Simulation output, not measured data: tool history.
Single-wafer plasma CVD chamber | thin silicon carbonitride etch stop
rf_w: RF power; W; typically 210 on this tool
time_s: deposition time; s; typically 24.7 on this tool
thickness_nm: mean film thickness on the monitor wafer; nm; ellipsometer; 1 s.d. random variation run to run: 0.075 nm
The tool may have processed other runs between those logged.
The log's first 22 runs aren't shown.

run,day,rf_w,time_s,"read-back reference wafer on the same gauge, thickness_nm",thickness_nm
23,73.558,240,24.7,13.712,15.750
# day 75.500: thermocouple changed; heater temperature recalibrated
24,76.021,250,27.4,13.697,17.660
25,78.825,185,24.7,13.709,14.100
26,83.396,210,24.7,13.689,15.023
27,86.496,210,24.7,13.695,14.862
28,88.738,245,22.8,13.719,14.637
29,94.317,225,28.5,13.709,17.675
# day 95.358: showerhead replaced
30,106.446,190,28.6,13.715,16.398
31,109.479,190,23.2,13.706,13.370
32,115.088,210,28.6,13.712,17.131
# day 117.079: RF generator calibrated
33,118.746,245,20.7,13.679,13.309
34,122.954,225,23.2,13.725,14.374
35,124.600,225,24.7,13.714,15.160
36,128.667,210,29.3,13.709,17.673

What if the next run were any one of these 3? Each begins from the tool's condition after run 36:
A,128.683,210,29.1,?,?
B,128.683,230,26.6,?,?
C,128.683,210,23.3,?,?

run,"read-back reference wafer on the same gauge, thickness_nm",thickness_nm
A,13.713,17.555
B,13.713,16.627
C,13.713,14.056
The same runs, with their run-to-run variation unchanged, on a tool lacking any hidden condition would have given:
run,thickness_nm
A,17.555
B,16.627
C,14.056
